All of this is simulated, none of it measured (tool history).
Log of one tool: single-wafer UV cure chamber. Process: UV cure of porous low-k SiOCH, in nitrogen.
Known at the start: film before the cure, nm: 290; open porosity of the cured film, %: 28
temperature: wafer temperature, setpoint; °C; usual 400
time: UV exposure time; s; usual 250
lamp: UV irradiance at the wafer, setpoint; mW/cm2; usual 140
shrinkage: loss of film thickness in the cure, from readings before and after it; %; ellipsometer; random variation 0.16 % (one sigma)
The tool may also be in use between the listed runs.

run    hour  temperature  time  lamp  wafers since the last listed run  hours since the UV bulbs were replaced  wafers since the quartz window was cleaned  shrinkage
  1     0.0          400   250   162                                 0                                  1205.1                                         595     17.081
  2    44.9          400   250   162                               354                                  1250.0                                         949     17.324
  3    93.3          400   250   162                               381                                  1298.4                                        1331     17.036
  4   124.0          400   250   140                               242                                  1329.1                                        1574     15.963
  5   194.5          400   250   140                               556                                  1399.6                                        2130     15.751
  6   219.6          400   250   140                               198                                  1424.7                                        2328     15.835
  7   255.9          405   250   140                               286                                  1461.0                                        2614     15.840
      269.2  -- quartz window cleaned
  8   312.6          405   250   140                               384                                  1517.7                                         342     16.128
  9   355.2          405   250   140                               336                                  1560.3                                         678     16.064
 10   392.7          384   250   140                               295                                  1597.8                                         974     15.856
 11   422.5          384   250   140                               235                                  1627.6                                        1209     15.804
 12   451.7          400   250   140                               230                                  1656.8                                        1440     15.846
 13   502.8          400   250   140                               403                                  1707.9                                        1843     15.767
 14   572.8          400   250   140                               552                                  1777.9                                        2395     15.821
 15   633.2          400   250   140                               476                                  1838.3                                        2872     15.651
      661.6  -- quartz window cleaned
 16   696.3          400   250   140                               434                                  1901.4                                         273     15.852
 17   737.7          400   250   140                               326                                  1942.8                                         600     15.826
 18   771.8          400   250   140                               269                                  1976.9                                         869     15.703
 19   811.9          400   250   140                               316                                  2017.0                                        1186     15.626
 20   862.1          381   250   124                               396                                  2067.2                                        1582     14.546
 21   906.3          407   185   140                               348                                  2111.4                                        1931     14.162
 22   946.9          400   380   140                               320                                  2152.0                                        2251     17.815
 23   972.4          415   310   140                               201                                  2177.5                                        2452     16.824
 24  1016.3          400   250   162                               346                                  2221.4                                        2799     15.974
 25  1040.4          400   250   140                               190                                  2245.5                                        2989     14.892
     1057.8  -- UV bulbs replaced
     1102.8  -- quartz window cleaned
 26  1103.5          400   250   140                               371                                    45.7                                           5     16.697
 27  1128.9          392   250   140                               200                                    71.1                                         205     16.308
 28  1197.4          393   250   126                               540                                   139.6                                         746     16.070
 29  1250.1          415   250   159                               415                                   192.3                                        1162     17.687
 30  1310.0          400   250   140                               472                                   252.2                                        1634     16.410
 31  1361.1          408   250   107                               403                                   303.3                                        2038     14.923
 32  1421.4          392   145   164                               475                                   363.6                                        2514     13.751
     1481.1  -- quartz window cleaned
 33  1490.7          400   375   140                               483                                   432.9                                          75     18.857
 34  1547.0          400   250   140                               444                                   489.2                                         519     16.292
 35  1591.9          400   250   140                               354                                   534.1                                         874     16.769
 36  1695.2          415   295   140                               815                                   637.4                                        1689     17.582
 37  1760.1          400   250   140                               512                                   702.3                                        2201     15.938
 38  1792.9          408   375   140                               258                                   735.1                                        2460     18.328
 39  1836.6          400   250   163                               344                                   778.8                                        2805     16.593

Forecast each of these 3 alternatives for the next run:
  A  1837.1          400   250   166                                 3                                   779.3                                        2808          ?
  B  1837.1          384   250   126                                 3                                   779.3                                        2808          ?
  C  1837.1          393   250   156                                 3                                   779.3                                        2808          ?

run  shrinkage
  A     16.591
  B     14.742
  C     16.098
Without the tool's hidden state the same runs would have given:
run  shrinkage
  A     17.831
  B     15.954
  C     17.333

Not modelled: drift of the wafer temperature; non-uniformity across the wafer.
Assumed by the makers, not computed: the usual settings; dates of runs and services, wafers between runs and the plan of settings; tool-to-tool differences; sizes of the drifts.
